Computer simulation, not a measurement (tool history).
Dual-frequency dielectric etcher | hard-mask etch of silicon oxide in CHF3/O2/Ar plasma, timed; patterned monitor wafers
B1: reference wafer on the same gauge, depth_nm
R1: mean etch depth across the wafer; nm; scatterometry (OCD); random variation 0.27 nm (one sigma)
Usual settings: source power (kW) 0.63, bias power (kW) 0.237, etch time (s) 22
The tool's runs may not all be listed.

{"run": 1, "day": 0.0, "source power (kW)": 0.63, "bias power (kW)": 0.262, "etch time (s)": 22, "B1": 44.48, "R1": 45.73}
{"run": 2, "day": 2.6, "source power (kW)": 0.63, "bias power (kW)": 0.262, "etch time (s)": 22, "B1": 44.4, "R1": 45.25}
{"run": 3, "day": 5.221, "source power (kW)": 0.55, "bias power (kW)": 0.237, "etch time (s)": 22, "B1": 44.36, "R1": 41.7}
{"run": 4, "day": 7.746, "source power (kW)": 0.55, "bias power (kW)": 0.237, "etch time (s)": 22, "B1": 44.42, "R1": 41.16}
{"run": 5, "day": 10.329, "source power (kW)": 0.63, "bias power (kW)": 0.2, "etch time (s)": 22, "B1": 44.3, "R1": 40.47}
{"day": 11.95, "done": "wet clean of the chamber"}
{"run": 6, "day": 13.975, "source power (kW)": 0.63, "bias power (kW)": 0.237, "etch time (s)": 22, "B1": 44.49, "R1": 44.45}
{"run": 7, "day": 16.162, "source power (kW)": 0.63, "bias power (kW)": 0.237, "etch time (s)": 18, "B1": 44.41, "R1": 35.61}
{"run": 8, "day": 21.733, "source power (kW)": 0.63, "bias power (kW)": 0.237, "etch time (s)": 22, "B1": 44.56, "R1": 43.04}
{"run": 9, "day": 23.571, "source power (kW)": 0.58, "bias power (kW)": 0.237, "etch time (s)": 22, "B1": 44.32, "R1": 41.81}
{"run": 10, "day": 24.596, "source power (kW)": 0.63, "bias power (kW)": 0.237, "etch time (s)": 22, "B1": 44.33, "R1": 42.53}
{"day": 26.558, "done": "wet clean of the chamber"}
{"run": 11, "day": 29.15, "source power (kW)": 0.63, "bias power (kW)": 0.237, "etch time (s)": 22, "B1": 44.24, "R1": 44.2}
{"run": 12, "day": 30.812, "source power (kW)": 0.63, "bias power (kW)": 0.237, "etch time (s)": 22, "B1": 44.37, "R1": 44.2}
{"run": 13, "day": 33.279, "source power (kW)": 0.63, "bias power (kW)": 0.237, "etch time (s)": 26, "B1": 44.49, "R1": 51.49}
{"run": 14, "day": 36.267, "source power (kW)": 0.63, "bias power (kW)": 0.237, "etch time (s)": 22, "B1": 44.43, "R1": 43.06}
{"day": 37.771, "done": "bias power generator calibrated"}
{"day": 40.921, "done": "source power generator calibrated"}
{"day": 41.775, "done": "upper electrode replaced"}
{"day": 42.229, "done": "wet clean of the chamber"}
{"run": 15, "day": 42.783, "source power (kW)": 0.73, "bias power (kW)": 0.237, "etch time (s)": 22, "B1": 44.31, "R1": 46.87}
{"run": 16, "day": 45.771, "source power (kW)": 0.63, "bias power (kW)": 0.237, "etch time (s)": 27, "B1": 44.35, "R1": 53.91}
{"day": 45.967, "done": "gauge calibrated"}
{"run": 17, "day": 48.112, "source power (kW)": 0.5, "bias power (kW)": 0.237, "etch time (s)": 19, "B1": 44.43, "R1": 35.08}
{"run": 18, "day": 49.483, "source power (kW)": 0.63, "bias power (kW)": 0.237, "etch time (s)": 22, "B1": 44.32, "R1": 43.31}
{"run": 19, "day": 51.396, "source power (kW)": 0.53, "bias power (kW)": 0.292, "etch time (s)": 24, "B1": 44.33, "R1": 47.6}
{"run": 20, "day": 52.604, "source power (kW)": 0.63, "bias power (kW)": 0.237, "etch time (s)": 20, "B1": 44.41, "R1": 39.16}

Forecast run 21:
{"run": 21, "day": 54.975, "source power (kW)": 0.74, "bias power (kW)": 0.27, "etch time (s)": 25, "B1": "?", "R1": "?"}

B1: 44.36
R1: 52.81 nm
Without the tool's hidden state the same run would have given R1 55.35 nm.

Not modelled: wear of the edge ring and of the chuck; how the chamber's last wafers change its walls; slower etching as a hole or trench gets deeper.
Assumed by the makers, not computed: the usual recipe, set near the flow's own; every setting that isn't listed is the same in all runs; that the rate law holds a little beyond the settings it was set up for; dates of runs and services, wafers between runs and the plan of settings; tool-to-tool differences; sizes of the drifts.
